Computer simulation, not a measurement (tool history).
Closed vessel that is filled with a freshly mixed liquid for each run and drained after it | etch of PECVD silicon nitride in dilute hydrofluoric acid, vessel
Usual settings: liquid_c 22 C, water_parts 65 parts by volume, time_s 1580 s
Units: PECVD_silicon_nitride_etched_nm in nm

| run | hour | liquid_c | water_parts | time_s | wafers since the last listed run | hours since the thermometer was replaced | hours since the hydrofluoric acid flow meter was replaced | hours since the gauge calibration | read-back film thickness of the PECVD silicon nitride reference wafer, read on the same gauge (nm) | PECVD_silicon_nitride_etched_nm |
|---|---|---|---|---|---|---|---|---|---|---|
| 1 | 0 | 22 | 65 | 1580 | 0 | 823.4 | 1704.3 | 2303.1 | 150 | 40.58 |
| 2 | 66.5 | 22 | 65 | 1580 | 2165 | 889.9 | 1770.8 | 2369.6 | 150.01 | 40.81 |
| 3 | 142 | 22 | 65 | 1580 | 2458 | 965.4 | 1846.3 | 2445.1 | 149.98 | 40.31 |
| 4 | 239.2 | 22 | 65 | 1580 | 3165 | 1062.6 | 1943.5 | 2542.3 | 150.03 | 41.17 |
| 5 | 296.2 | 20.5 | 45 | 1580 | 1856 | 1119.6 | 2000.5 | 2599.3 | 150 | 53.02 |
| 6 | 378 | 22 | 65 | 1580 | 2663 | 1201.4 | 2082.3 | 2681.1 | 150.03 | 40.86 |
| 7 | 458.7 | 22 | 65 | 1580 | 2628 | 1282.1 | 2163 | 2761.8 | 150 | 41.21 |
| 8 | 498 | 22 | 85 | 2180 | 1279 | 1321.4 | 2202.3 | 2801.1 | 150.02 | 42.76 |
| 9 | 536.5 | 22 | 85 | 2180 | 1253 | 1359.9 | 2240.8 | 2839.6 | 150 | 43.6 |
|  | 540.1 | hydrofluoric acid flow meter replaced |
| 10 | 597.8 | 22 | 85 | 2180 | 1963 | 1421.2 | 57.7 | 2900.9 | 150.02 | 40.63 |
| 11 | 676.9 | 22 | 65 | 1580 | 2575 | 1500.3 | 136.8 | 2980 | 149.97 | 37.85 |
| 12 | 767 | 22 | 65 | 1580 | 2934 | 1590.4 | 226.9 | 3070.1 | 150 | 37.8 |
| 13 | 835.9 | 22 | 65 | 1580 | 2243 | 1659.3 | 295.8 | 3139 | 150.02 | 37.64 |
| 14 | 927.5 | 20.5 | 65 | 2155 | 2983 | 1750.9 | 387.4 | 3230.6 | 150.02 | 46.73 |
|  | 943.6 | gauge calibrated |
| 15 | 1000.4 | 26 | 45 | 930 | 2374 | 1823.8 | 460.3 | 56.8 | 149.99 | 42.53 |
| 16 | 1045.4 | 22 | 65 | 2295 | 1465 | 1868.8 | 505.3 | 101.8 | 149.99 | 55.35 |
| 17 | 1124.3 | 23.5 | 90 | 1860 | 2569 | 1947.7 | 584.2 | 180.7 | 150 | 36.33 |
| 18 | 1200.5 | 22 | 95 | 855 | 2481 | 2023.9 | 660.4 | 256.9 | 149.97 | 14.38 |
| 19 | 1358.3 | 22 | 45 | 1580 | 5138 | 2181.7 | 818.2 | 414.7 | 150.02 | 55.52 |
| 20 | 1463.1 | 23.5 | 90 | 1860 | 3412 | 2286.5 | 923 | 519.5 | 150 | 36.43 |
| 21 | 1530 | 27 | 65 | 2325 | 2178 | 2353.4 | 989.9 | 586.4 | 150 | 79.94 |
|  | 1562.6 | thermometer replaced |
| 22 | 1589.5 | 22 | 85 | 1580 | 1905 | 26.9 | 1049.4 | 645.9 | 149.99 | 31.36 |
| 23 | 1642.7 | 22 | 65 | 1580 | 1732 | 80.1 | 1102.6 | 699.1 | 150 | 40.15 |
| 24 | 1698.5 | 22 | 65 | 1580 | 1817 | 135.9 | 1158.4 | 754.9 | 150.03 | 40.44 |
| 25 | 1736.2 | 23.5 | 85 | 1985 | 1227 | 173.6 | 1196.1 | 792.6 | 150.01 | 43.36 |
| 26 | 2046.2 | 24 | 65 | 865 | 10095 | 483.6 | 1506.1 | 1102.6 | 150.01 | 25.2 |
| 27 | 2124.2 | 24 | 65 | 1580 | 2540 | 561.6 | 1584.1 | 1180.6 | 149.96 | 46.14 |
| 28 | 2187.2 | 24.5 | 65 | 1580 | 2051 | 624.6 | 1647.1 | 1243.6 | 150.02 | 48.5 |
| 29 | 2261.4 | 22 | 65 | 1580 | 2416 | 698.8 | 1721.3 | 1317.8 | 149.98 | 40.98 |
| 30 | 2325.2 | 22 | 65 | 1580 | 2077 | 762.6 | 1785.1 | 1381.6 | 149.96 | 41.52 |
| 31 | 2393.1 | 22 | 65 | 1580 | 2211 | 830.5 | 1853 | 1449.5 | 149.99 | 40.56 |

How the hidden state differs across the entries between the runs, from the last listed run before each to the first after it:
Between runs 9 and 10: hydrofluoric acid flow meter replaced (hour 540.1)
  liquid colder than its thermometer reads (K): 0.431 -> 0.448; hydrofluoric acid flow above the setpoint (%): 10.1 -> 1.94
  measured less the result without the state, PECVD_silicon_nitride_etched_nm: +2.75 -> -0.47 nm
Between runs 14 and 15: gauge calibrated (hour 943.6)
  liquid colder than its thermometer reads (K): 0.537 -> 0.557; hydrofluoric acid flow above the setpoint (%): 3.29 -> 3.59
  measured less the result without the state, PECVD_silicon_nitride_etched_nm: -0.27 -> -0.12 nm
Between runs 21 and 22: thermometer replaced (hour 1562.6)
  liquid colder than its thermometer reads (K): 0.701 -> 0.102; hydrofluoric acid flow above the setpoint (%): 5.75 -> 6
  measured less the result without the state, PECVD_silicon_nitride_etched_nm: +0.74 -> +1.54 nm

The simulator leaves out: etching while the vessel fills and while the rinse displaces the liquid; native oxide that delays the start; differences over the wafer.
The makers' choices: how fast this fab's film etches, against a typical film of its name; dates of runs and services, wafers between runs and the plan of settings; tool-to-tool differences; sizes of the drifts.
